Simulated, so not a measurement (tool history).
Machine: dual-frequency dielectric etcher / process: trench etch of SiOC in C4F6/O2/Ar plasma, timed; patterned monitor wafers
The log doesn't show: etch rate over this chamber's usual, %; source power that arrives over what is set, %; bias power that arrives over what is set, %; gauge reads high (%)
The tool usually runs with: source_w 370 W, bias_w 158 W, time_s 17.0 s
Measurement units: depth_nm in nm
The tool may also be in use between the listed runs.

run,day,source_w,bias_w,time_s,wafers since the last listed run,hours since the last wet clean,hours since the last source power generator calibration,hours since the last bias power generator calibration,hours since the last upper electrode change,hours since the gauge calibration,"read-back reference wafer on the same gauge, depth_nm",depth_nm
1,0.000,370,158,17.0,0,644.0,2657.0,3603.9,1062.9,848.9,38.09,36.30
# day 0.012: wet clean of the chamber
2,2.733,370,158,17.0,1454,65.3,2722.6,3669.5,1128.5,914.5,38.09,36.90
3,5.283,370,158,17.0,1362,126.5,2783.8,3730.7,1189.7,975.7,38.12,36.75
4,7.267,370,158,17.0,1059,174.1,2831.4,3778.3,1237.3,1023.3,38.11,36.72
5,8.288,370,158,17.0,545,198.6,2855.9,3802.8,1261.8,1047.8,38.10,36.76
6,10.333,370,158,17.0,1093,247.7,2905.0,3851.9,1310.9,1096.9,38.10,36.82
7,11.729,370,158,17.0,745,281.2,2938.5,3885.4,1344.4,1130.4,38.10,36.65
8,13.133,370,158,17.0,750,314.9,2972.2,3919.1,1378.1,1164.1,38.08,36.68
9,20.583,370,158,19.5,3981,493.7,3151.0,4097.9,1556.9,1342.9,38.09,41.79
# day 22.846: wet clean of the chamber
10,22.867,370,158,17.0,685,0.5,3205.8,4152.7,1611.7,1397.7,38.09,37.93
11,24.725,370,158,17.0,993,45.1,3250.4,4197.3,1656.3,1442.3,38.11,38.09
# day 27.021: bias power generator calibrated
12,27.042,370,158,19.0,1148,100.7,3306.0,0.5,1711.9,1497.9,38.11,42.23
13,29.467,370,158,19.0,1295,158.9,3364.2,58.7,1770.1,1556.1,38.08,42.31
# day 30.975: source power generator calibrated
14,33.679,370,158,19.0,2161,260.0,64.9,159.8,1871.2,1657.2,38.10,42.31
15,36.592,370,184,17.0,1556,329.9,134.8,229.7,1941.1,1727.1,38.08,39.65
# day 38.483: wet clean of the chamber, repeated, since the last time left the tool worse
16,38.829,370,120,17.0,661,8.3,188.5,283.4,1994.8,1780.8,38.09,33.84
17,41.379,310,193,12.5,1362,69.5,249.7,344.6,2056.0,1842.0,38.08,27.56
# day 43.204: upper electrode replaced
18,44.183,370,121,17.0,964,136.8,317.0,411.9,23.5,1909.3,38.10,33.96
19,46.100,290,158,17.0,1024,182.8,363.0,457.9,69.5,1955.3,38.09,34.36
20,47.158,450,194,12.5,565,208.2,388.4,483.3,94.9,1980.7,38.10,30.82
# day 48.812: gauge calibrated
21,49.517,310,193,12.5,1260,264.8,445.0,539.9,151.5,16.9,38.11,27.42
22,50.812,450,194,12.5,692,295.9,476.1,571.0,182.6,48.0,38.12,30.60
23,53.304,370,169,20.5,1331,355.7,535.9,630.8,242.4,107.8,38.10,45.28
24,55.346,370,158,17.0,1091,404.7,584.9,679.8,291.4,156.8,38.10,36.72
25,57.242,310,169,15.0,1013,450.2,630.4,725.3,336.9,202.3,38.11,31.21
26,59.862,370,158,17.0,1400,513.1,693.3,788.2,399.8,265.2,38.08,36.67
27,62.604,340,158,17.0,1465,578.9,759.1,854.0,465.6,331.0,38.11,35.59
# day 64.438: wet clean of the chamber
28,65.483,370,158,17.0,1004,25.1,828.2,923.1,534.7,400.1,38.12,36.94
29,66.629,370,158,17.0,612,52.6,855.7,950.6,562.2,427.6,38.10,36.95

3 options for the next run, each taken on its own from the tool as it stands now. Forecast them:
A,66.646,370,171,17.0,8,53.0,856.1,951.0,562.6,428.0,?,?
B,66.646,450,177,13.5,8,53.0,856.1,951.0,562.6,428.0,?,?
C,66.646,400,131,15.5,8,53.0,856.1,951.0,562.6,428.0,?,?

run,"read-back reference wafer on the same gauge, depth_nm",depth_nm
A,38.08,37.90
B,38.08,32.33
C,38.08,32.52
Without the tool's hidden state the same runs would have given:
run,depth_nm
A,37.99
B,32.41
C,32.60
